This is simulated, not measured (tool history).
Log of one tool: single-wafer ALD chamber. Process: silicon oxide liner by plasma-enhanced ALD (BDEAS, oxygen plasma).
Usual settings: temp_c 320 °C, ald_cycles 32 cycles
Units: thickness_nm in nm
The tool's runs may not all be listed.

| run | hour | temp_c | ald_cycles | wafers since the last listed run | hours since the last thermocouple change | hours since the gauge calibration | read-back reference wafer on the same gauge, thickness_nm | thickness_nm |
|---|---|---|---|---|---|---|---|---|
| 1 | 0 | 327 | 32 | 0 | 1624.8 | 76.2 | 3.089 | 3.016 |
| 2 | 83.6 | 327 | 32 | 597 | 1708.4 | 159.8 | 3.083 | 3.01 |
| 3 | 171.8 | 327 | 32 | 629 | 1796.6 | 248 | 3.079 | 3.009 |
| 4 | 414.4 | 320 | 32 | 1732 | 2039.2 | 490.6 | 3.062 | 3.019 |
| 5 | 459.1 | 320 | 32 | 319 | 2083.9 | 535.3 | 3.06 | 3.011 |
| 6 | 527.3 | 320 | 32 | 487 | 2152.1 | 603.5 | 3.057 | 3.001 |
| 7 | 593.1 | 320 | 32 | 469 | 2217.9 | 669.3 | 3.05 | 3.002 |
|  | 618.6 | gauge calibrated |
| 8 | 701.1 | 320 | 32 | 771 | 2325.9 | 82.5 | 3.084 | 3.056 |
| 9 | 780.6 | 307 | 30 | 567 | 2405.4 | 162 | 3.077 | 2.894 |
| 10 | 866.7 | 320 | 32 | 614 | 2491.5 | 248.1 | 3.071 | 3.032 |
|  | 892.2 | thermocouple changed; heater temperature recalibrated |
| 11 | 940.5 | 331 | 34 | 469 | 48.3 | 321.9 | 3.067 | 3.159 |
| 12 | 1024.1 | 320 | 32 | 597 | 131.9 | 405.5 | 3.061 | 3.021 |
| 13 | 1113.5 | 314 | 32 | 638 | 221.3 | 494.9 | 3.056 | 3.051 |
| 14 | 1195.6 | 320 | 32 | 586 | 303.4 | 577 | 3.05 | 3.013 |
| 15 | 1262.5 | 326 | 35 | 477 | 370.3 | 643.9 | 3.046 | 3.26 |
| 16 | 1299.7 | 307 | 28 | 265 | 407.5 | 681.1 | 3.046 | 2.673 |

3 ways to go on from here, each from the tool as it stands after run 16. What would each give?
| A | 1300.1 | 320 | 32 | 2 | 407.9 | 681.5 | ? | ? |
| B | 1300.1 | 330 | 34 | 2 | 407.9 | 681.5 | ? | ? |
| C | 1300.1 | 316 | 36 | 2 | 407.9 | 681.5 | ? | ? |

| run | read-back reference wafer on the same gauge, thickness_nm | thickness_nm |
|---|---|---|
| A | 3.042 | 3.001 |
| B | 3.042 | 3.142 |
| C | 3.042 | 3.396 |
Without the tool's hidden state the same runs would have given:
| run | thickness_nm |
|---|---|
| A | 3.057 |
| B | 3.2 |
| C | 3.459 |

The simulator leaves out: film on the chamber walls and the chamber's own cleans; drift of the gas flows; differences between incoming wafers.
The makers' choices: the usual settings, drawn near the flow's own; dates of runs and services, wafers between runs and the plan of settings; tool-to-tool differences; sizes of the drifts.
